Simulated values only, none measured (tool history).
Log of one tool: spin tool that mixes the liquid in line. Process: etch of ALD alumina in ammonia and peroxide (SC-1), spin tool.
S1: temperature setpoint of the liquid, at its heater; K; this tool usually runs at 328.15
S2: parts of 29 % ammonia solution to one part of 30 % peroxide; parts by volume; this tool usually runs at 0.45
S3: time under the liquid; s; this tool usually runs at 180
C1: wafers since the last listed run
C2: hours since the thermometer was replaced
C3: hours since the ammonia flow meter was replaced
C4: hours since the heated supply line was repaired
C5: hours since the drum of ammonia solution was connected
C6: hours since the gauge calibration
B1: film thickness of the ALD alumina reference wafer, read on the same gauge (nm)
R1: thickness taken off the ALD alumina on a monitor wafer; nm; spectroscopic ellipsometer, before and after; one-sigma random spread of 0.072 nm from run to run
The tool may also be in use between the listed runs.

Run 1, hour 0.0: usual settings but S1 332.15 K; C1 0; C2 787.9; C3 481.1; C4 549.5; C5 612.1; C6 2701.3; B1 150.02. Result: R1 10.14 nm.
At hour 69.7: new drum of ammonia solution connected.
Run 2, hour 79.0: usual settings but S1 332.15 K; C1 523; C2 866.9; C3 560.1; C4 628.5; C5 9.3; C6 2780.3; B1 149.99. Result: R1 10.18 nm.
At hour 98.6: heated supply line repaired.
Run 3, hour 117.9: usual settings; C1 254; C2 905.8; C3 599.0; C4 19.3; C5 48.2; C6 2819.2; B1 149.98. Result: R1 8.63 nm.
Run 4, hour 213.7: usual settings but S1 337.15 K, S3 275 s; C1 642; C2 1001.6; C3 694.8; C4 115.1; C5 144.0; C6 2915.0; B1 150.00. Result: R1 21.01 nm.
At hour 264.6: gauge calibrated.
Run 5, hour 280.8: usual settings but S1 337.15 K, S3 230 s; C1 450; C2 1068.7; C3 761.9; C4 182.2; C5 211.1; C6 16.2; B1 149.99. Result: R1 17.57 nm.
At hour 347.7: ammonia flow meter replaced.
Run 6, hour 368.4: usual settings but S1 330.65 K; C1 581; C2 1156.3; C3 20.7; C4 269.8; C5 298.7; C6 103.8; B1 149.99. Result: R1 9.75 nm.
Run 7, hour 437.3: usual settings but S1 321.65 K, S2 0.40 parts by volume, S3 145 s; C1 462; C2 1225.2; C3 89.6; C4 338.7; C5 367.6; C6 172.7; B1 150.00. Result: R1 4.75 nm.
At hour 469.4: thermometer replaced.
Run 8, hour 490.9: usual settings but S1 320.15 K, S2 0.55 parts by volume; C1 353; C2 21.5; C3 143.2; C4 392.3; C5 421.2; C6 226.3; B1 150.02. Result: R1 5.59 nm.
Run 9, hour 585.8: usual settings but S1 335.65 K, S2 0.35 parts by volume, S3 290 s; C1 636; C2 116.4; C3 238.1; C4 487.2; C5 516.1; C6 321.2; B1 149.99. Result: R1 19.81 nm.
Run 10, hour 642.6: usual settings; C1 381; C2 173.2; C3 294.9; C4 544.0; C5 572.9; C6 378.0; B1 150.00. Result: R1 8.33 nm.
Run 11, hour 744.2: usual settings; C1 681; C2 274.8; C3 396.5; C4 645.6; C5 674.5; C6 479.6; B1 149.99. Result: R1 8.38 nm.
Run 12, hour 811.6: usual settings; C1 452; C2 342.2; C3 463.9; C4 713.0; C5 741.9; C6 547.0; B1 149.97. Result: R1 8.31 nm.
At hour 884.9: new drum of ammonia solution connected.
Run 13, hour 887.5: usual settings; C1 502; C2 418.1; C3 539.8; C4 788.9; C5 2.6; C6 622.9; B1 149.99. Result: R1 8.30 nm.
At hour 908.3: heated supply line repaired.
Run 14, hour 989.4: usual settings; C1 677; C2 520.0; C3 641.7; C4 81.1; C5 104.5; C6 724.8; B1 150.01. Result: R1 8.57 nm.
Run 15, hour 1074.2: usual settings but S2 0.30 parts by volume; C1 569; C2 604.8; C3 726.5; C4 165.9; C5 189.3; C6 809.6; B1 149.97. Result: R1 8.32 nm.
At hour 1092.0: ammonia flow meter replaced.
Run 16, hour 1151.2: usual settings but S1 336.65 K, S3 105 s; C1 510; C2 681.8; C3 59.2; C4 242.9; C5 266.3; C6 886.6; B1 149.99. Result: R1 7.73 nm.
Run 17, hour 1196.7: usual settings but S1 336.65 K, S2 0.25 parts by volume, S3 235 s; C1 305; C2 727.3; C3 104.7; C4 288.4; C5 311.8; C6 932.1; B1 149.99. Result: R1 16.35 nm.
Run 18, hour 1281.9: usual settings; C1 571; C2 812.5; C3 189.9; C4 373.6; C5 397.0; C6 1017.3; B1 150.01. Result: R1 8.47 nm.
Run 19, hour 1334.7: usual settings but S1 318.65 K, S2 0.65 parts by volume, S3 75 s; C1 354; C2 865.3; C3 242.7; C4 426.4; C5 449.8; C6 1070.1; B1 150.00. Result: R1 2.15 nm.
Run 20, hour 1433.4: usual settings; C1 662; C2 964.0; C3 341.4; C4 525.1; C5 548.5; C6 1168.8; B1 149.99. Result: R1 8.37 nm.
Run 21, hour 1484.8: usual settings but S1 319.15 K, S2 0.25 parts by volume, S3 145 s; C1 344; C2 1015.4; C3 392.8; C4 576.5; C5 599.9; C6 1220.2; B1 150.01. Result: R1 3.91 nm.
At hour 1542.1: thermometer replaced.
At hour 1553.9: heated supply line repaired.
At hour 1558.3: new drum of ammonia solution connected.
Run 22, hour 1576.4: usual settings but S1 322.65 K, S2 0.55 parts by volume, S3 135 s; C1 594; C2 34.3; C3 484.4; C4 22.5; C5 18.1; C6 1311.8; B1 149.99. Result: R1 4.92 nm.
Run 23, hour 1628.4: usual settings but S1 318.65 K, S3 85 s; C1 349; C2 86.3; C3 536.4; C4 74.5; C5 70.1; C6 1363.8; B1 150.00. Result: R1 2.43 nm.
Run 24, hour 1680.1: usual settings; C1 346; C2 138.0; C3 588.1; C4 126.2; C5 121.8; C6 1415.5; B1 150.00. Result: R1 8.69 nm.
Run 25, hour 1718.6: usual settings but S1 320.65 K, S2 0.50 parts by volume, S3 95 s; C1 258; C2 176.5; C3 626.6; C4 164.7; C5 160.3; C6 1454.0; B1 149.99. Result: R1 3.04 nm.

Here are 4 independent what-if runs from the current tool condition. What would each one return?
Run A, hour 1719.1: usual settings but S1 336.15 K; C1 3; C2 177.0; C3 627.1; C4 165.2; C5 160.8; C6 1454.5; B1 ?. Result: R1 ?.
Run B, hour 1719.1: usual settings but S1 335.15 K, S2 0.65 parts by volume; C1 3; C2 177.0; C3 627.1; C4 165.2; C5 160.8; C6 1454.5; B1 ?. Result: R1 ?.
Run C, hour 1719.1: usual settings but S3 90 s; C1 3; C2 177.0; C3 627.1; C4 165.2; C5 160.8; C6 1454.5; B1 ?. Result: R1 ?.
Run D, hour 1719.1: usual settings but S1 333.65 K, S3 240 s; C1 3; C2 177.0; C3 627.1; C4 165.2; C5 160.8; C6 1454.5; B1 ?. Result: R1 ?.

run      B1     R1
  A  150.00  13.10
  B  150.00  12.89
  C  150.00   4.33
  D  150.00  15.38
Had the tool no hidden state, the same runs would have come out as:
run     R1
  A  13.25
  B  13.05
  C   4.38
  D  15.57
